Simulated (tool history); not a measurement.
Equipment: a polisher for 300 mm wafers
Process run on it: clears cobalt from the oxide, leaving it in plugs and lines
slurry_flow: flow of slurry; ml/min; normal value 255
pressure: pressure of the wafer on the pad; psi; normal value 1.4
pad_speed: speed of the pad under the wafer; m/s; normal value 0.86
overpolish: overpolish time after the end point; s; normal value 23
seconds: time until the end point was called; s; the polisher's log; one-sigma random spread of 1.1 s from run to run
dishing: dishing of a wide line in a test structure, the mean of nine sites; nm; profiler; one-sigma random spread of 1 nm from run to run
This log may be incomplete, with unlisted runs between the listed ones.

run,hour,slurry_flow,pressure,pad_speed,overpolish,wafers since the last listed run,wafers polished on this pad,hours since the slurry nozzle was cleaned,hours since the head pressure was calibrated,"incoming thickness of the incoming film, nm",seconds,dishing
1,0,280,1.4,0.7,23,0,301,520,496.6,202,77.9,51.4
2,22.8,280,1.4,0.7,23,192,493,542.8,519.4,197.1,77.5,50.2
3,46.3,295,1.4,1.1,23,197,691,566.3,542.9,200.1,51.1,63.5
4,59,295,1.4,1.1,23,106,798,579,555.6,197.1,50,62.2
# hour 71.5: worn pad replaced by a new one
5,85.3,285,1.4,0.86,23,187,115,605.3,581.9,199,61.5,57.6
6,101.3,255,1.4,0.86,23,134,250,621.3,597.9,199.7,61.1,56.9
7,129.1,255,1.4,0.86,23,234,484,649.1,625.7,198.6,64.4,56.4
8,145.1,255,1.4,0.86,23,134,619,665.1,641.7,197.3,63.3,55.3
# hour 161: worn pad replaced by a new one
9,165.2,255,1.4,0.86,23,135,35,685.2,661.8,202.3,68.3,54.3
10,187.9,255,1.4,0.86,23,191,226,707.9,684.5,199.8,68.8,52.5
11,207.4,255,1.4,0.86,23,164,390,727.4,704,198.5,68.8,52.7
12,226.5,255,1.4,1.16,23,160,551,746.5,723.1,199.9,52.7,63.7
# hour 242.9: worn pad replaced by a new one, repeated, since the last time left the tool worse
13,291.7,255,1.4,0.86,23,515,410,811.7,788.3,201.1,63.6,56.2
14,306.5,255,1.4,0.86,23,124,535,826.5,803.1,199.4,64.2,58
# hour 318.3: head pressure recalibrated
15,336.9,255,1.4,0.68,11,239,774,856.9,18.6,201.5,84.9,26.6
# hour 341.6: worn pad replaced by a new one
# hour 343.4: slurry nozzle cleaned
16,365.7,285,1.1,1.14,29,200,194,22.3,47.4,199.9,57.8,68
17,383.5,255,1.4,0.86,36,149,344,40.1,65.2,197.9,60.5,72.7
18,419.3,255,1.6,0.94,33,301,646,75.9,101,197.8,50.8,74.5
19,436.8,255,1.4,0.86,10,147,793,93.4,118.5,196.9,65.3,30.4
# hour 444: worn pad replaced by a new one
20,469.3,165,1.1,0.86,23,240,213,125.9,151,198.2,79.1,46.1
21,487.9,255,1.4,0.86,23,156,369,144.5,169.6,203.4,64.1,55.9

What the log doesn't show, run by run:
slurry flow missing at the pad, %: 0, the same for each run
deviation of the head's pressure from its setpoint, %: 0, the same for each run
H1: removal rate lost through wear of the pad, %
run,H1
1,2.39
2,3.89
3,6.2
4,7.77
5,0.521
6,1.01
7,2.7
8,4.17
9,10.9
10,11.4
11,12.4
12,13.9
13,1.74
14,2.9
15,6.25
16,0.661
17,1.48
18,4.48
19,6.59
20,1.51
21,2.4

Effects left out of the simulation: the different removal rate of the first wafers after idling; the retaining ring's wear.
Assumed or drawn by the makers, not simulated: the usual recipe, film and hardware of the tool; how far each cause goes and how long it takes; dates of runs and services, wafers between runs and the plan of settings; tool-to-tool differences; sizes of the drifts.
